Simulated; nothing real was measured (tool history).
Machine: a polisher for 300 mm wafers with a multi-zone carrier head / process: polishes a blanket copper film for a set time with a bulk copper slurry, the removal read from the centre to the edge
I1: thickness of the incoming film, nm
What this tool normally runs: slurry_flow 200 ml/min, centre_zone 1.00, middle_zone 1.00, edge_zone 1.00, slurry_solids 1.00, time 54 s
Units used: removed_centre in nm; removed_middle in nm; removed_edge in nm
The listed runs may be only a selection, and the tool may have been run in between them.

{"run": 1, "hour": 0.0, "slurry_flow": 200, "centre_zone": 1.0, "middle_zone": 1.08, "edge_zone": 1.0, "slurry_solids": 1.0, "time": 54, "I1": 2067.4, "removed_centre": 625.7, "removed_middle": 666.0, "removed_edge": 644.6}
{"run": 2, "hour": 80.8, "slurry_flow": 200, "centre_zone": 1.0, "middle_zone": 1.0, "edge_zone": 1.0, "slurry_solids": 1.0, "time": 54, "I1": 2029.6, "removed_centre": 618.3, "removed_middle": 624.3, "removed_edge": 637.0}
{"run": 3, "hour": 161.6, "slurry_flow": 255, "centre_zone": 1.0, "middle_zone": 1.11, "edge_zone": 1.04, "slurry_solids": 1.0, "time": 54, "I1": 2047.8, "removed_centre": 639.4, "removed_middle": 708.3, "removed_edge": 668.6}
{"hour": 218.7, "done": "centre zone pressure recalibrated"}
{"run": 4, "hour": 234.3, "slurry_flow": 200, "centre_zone": 1.07, "middle_zone": 1.0, "edge_zone": 0.95, "slurry_solids": 0.75, "time": 40, "I1": 2079.2, "removed_centre": 470.2, "removed_middle": 443.8, "removed_edge": 436.1}
{"run": 5, "hour": 299.1, "slurry_flow": 200, "centre_zone": 1.0, "middle_zone": 1.0, "edge_zone": 1.0, "slurry_solids": 1.0, "time": 54, "I1": 2080.9, "removed_centre": 600.4, "removed_middle": 599.3, "removed_edge": 626.3}
{"hour": 360.7, "done": "worn pad replaced by a new one"}
{"run": 6, "hour": 402.8, "slurry_flow": 265, "centre_zone": 1.0, "middle_zone": 1.0, "edge_zone": 1.07, "slurry_solids": 1.0, "time": 54, "I1": 2073.5, "removed_centre": 632.8, "removed_middle": 628.3, "removed_edge": 656.4}
{"run": 7, "hour": 501.7, "slurry_flow": 200, "centre_zone": 1.05, "middle_zone": 1.0, "edge_zone": 1.0, "slurry_solids": 1.0, "time": 54, "I1": 2055.2, "removed_centre": 609.5, "removed_middle": 587.8, "removed_edge": 605.5}
{"hour": 503.1, "done": "slurry nozzle cleaned"}
{"run": 8, "hour": 567.5, "slurry_flow": 150, "centre_zone": 1.0, "middle_zone": 0.94, "edge_zone": 1.0, "slurry_solids": 1.25, "time": 54, "I1": 2042.3, "removed_centre": 611.5, "removed_middle": 594.8, "removed_edge": 632.8}
{"run": 9, "hour": 622.1, "slurry_flow": 225, "centre_zone": 1.0, "middle_zone": 1.04, "edge_zone": 1.0, "slurry_solids": 1.0, "time": 48, "I1": 2061.0, "removed_centre": 567.4, "removed_middle": 586.2, "removed_edge": 586.7}
{"run": 10, "hour": 724.1, "slurry_flow": 200, "centre_zone": 1.09, "middle_zone": 1.09, "edge_zone": 1.09, "slurry_solids": 1.0, "time": 49, "I1": 2069.7, "removed_centre": 616.5, "removed_middle": 611.8, "removed_edge": 601.5}
{"hour": 774.7, "done": "carrier head's membrane replaced by a new one"}
{"run": 11, "hour": 781.6, "slurry_flow": 200, "centre_zone": 1.0, "middle_zone": 1.0, "edge_zone": 1.0, "slurry_solids": 1.0, "time": 35, "I1": 2084.2, "removed_centre": 401.2, "removed_middle": 400.2, "removed_edge": 409.4}
{"run": 12, "hour": 827.3, "slurry_flow": 200, "centre_zone": 1.0, "middle_zone": 1.0, "edge_zone": 1.0, "slurry_solids": 1.0, "time": 54, "I1": 2066.5, "removed_centre": 610.3, "removed_middle": 613.4, "removed_edge": 629.8}
{"hour": 859.5, "done": "centre zone pressure recalibrated"}
{"run": 13, "hour": 875.7, "slurry_flow": 255, "centre_zone": 1.0, "middle_zone": 1.07, "edge_zone": 1.1, "slurry_solids": 1.0, "time": 54, "I1": 2081.1, "removed_centre": 639.7, "removed_middle": 678.9, "removed_edge": 686.7}
{"hour": 919.6, "done": "worn pad replaced by a new one"}
{"run": 14, "hour": 970.3, "slurry_flow": 200, "centre_zone": 1.08, "middle_zone": 1.0, "edge_zone": 1.1, "slurry_solids": 1.0, "time": 54, "I1": 2079.4, "removed_centre": 647.4, "removed_middle": 602.4, "removed_edge": 648.2}
{"run": 15, "hour": 1053.2, "slurry_flow": 200, "centre_zone": 1.0, "middle_zone": 1.0, "edge_zone": 1.0, "slurry_solids": 1.0, "time": 54, "I1": 2055.0, "removed_centre": 584.3, "removed_middle": 595.4, "removed_edge": 622.6}
{"run": 16, "hour": 1137.5, "slurry_flow": 200, "centre_zone": 1.0, "middle_zone": 1.0, "edge_zone": 1.0, "slurry_solids": 1.0, "time": 45, "I1": 2054.9, "removed_centre": 480.9, "removed_middle": 485.8, "removed_edge": 507.3}
{"run": 17, "hour": 1187.3, "slurry_flow": 200, "centre_zone": 1.0, "middle_zone": 1.0, "edge_zone": 1.0, "slurry_solids": 1.0, "time": 54, "I1": 2063.7, "removed_centre": 572.3, "removed_middle": 573.0, "removed_edge": 612.6}
{"hour": 1233.3, "done": "slurry nozzle cleaned"}
{"run": 18, "hour": 1247.0, "slurry_flow": 170, "centre_zone": 1.0, "middle_zone": 1.0, "edge_zone": 1.0, "slurry_solids": 1.0, "time": 54, "I1": 2083.0, "removed_centre": 615.8, "removed_middle": 623.5, "removed_edge": 639.3}
{"hour": 1275.7, "done": "edge zone pressure recalibrated"}
{"run": 19, "hour": 1303.7, "slurry_flow": 140, "centre_zone": 1.0, "middle_zone": 0.89, "edge_zone": 1.0, "slurry_solids": 1.0, "time": 54, "I1": 2066.1, "removed_centre": 580.7, "removed_middle": 535.3, "removed_edge": 612.3}
{"run": 20, "hour": 1385.0, "slurry_flow": 200, "centre_zone": 1.0, "middle_zone": 1.0, "edge_zone": 1.06, "slurry_solids": 1.0, "time": 38, "I1": 2069.7, "removed_centre": 443.2, "removed_middle": 449.9, "removed_edge": 469.8}
{"run": 21, "hour": 1474.1, "slurry_flow": 200, "centre_zone": 1.0, "middle_zone": 1.0, "edge_zone": 1.0, "slurry_solids": 1.0, "time": 54, "I1": 2094.3, "removed_centre": 620.6, "removed_middle": 628.4, "removed_edge": 628.1}

Selected run-to-run steps in removed_centre, each split into two signed amounts: the part the tool would show with no hidden state at all (from settings, incoming material and random variation), and the remainder, which goes to the hidden state together with any gauge scatter not common to the measured and the hidden-state-free results:
Hidden conditions of the tool in this case: removal rate lost through wear of the pad, %; slurry flow missing at the pad, %; deviation of the centre zone's pressure from its setpoint, %; deviation of the edge zone's pressure from its setpoint, %.
Run 7 -> 8: slurry_flow 200 -> 150, centre_zone 1.05 -> 1.00, middle_zone 1.00 -> 0.94, slurry_solids 1.00 -> 1.25, slurry nozzle cleaned. removed_centre +2.0 nm: hidden state +61.6, all else -59.6.
Run 10 -> 11: centre_zone 1.09 -> 1.00, middle_zone 1.09 -> 1.00, edge_zone 1.09 -> 1.00, time 49 -> 35, carrier head's membrane replaced by a new one. removed_centre -215.3 nm: hidden state +2.6, all else -217.9.
Run 11 -> 12: time 35 -> 54. removed_centre +209.1 nm: hidden state -11.4, all else +220.5.
Run 17 -> 18: slurry_flow 200 -> 170, slurry nozzle cleaned. removed_centre +43.5 nm: hidden state +67.7, all else -24.2.

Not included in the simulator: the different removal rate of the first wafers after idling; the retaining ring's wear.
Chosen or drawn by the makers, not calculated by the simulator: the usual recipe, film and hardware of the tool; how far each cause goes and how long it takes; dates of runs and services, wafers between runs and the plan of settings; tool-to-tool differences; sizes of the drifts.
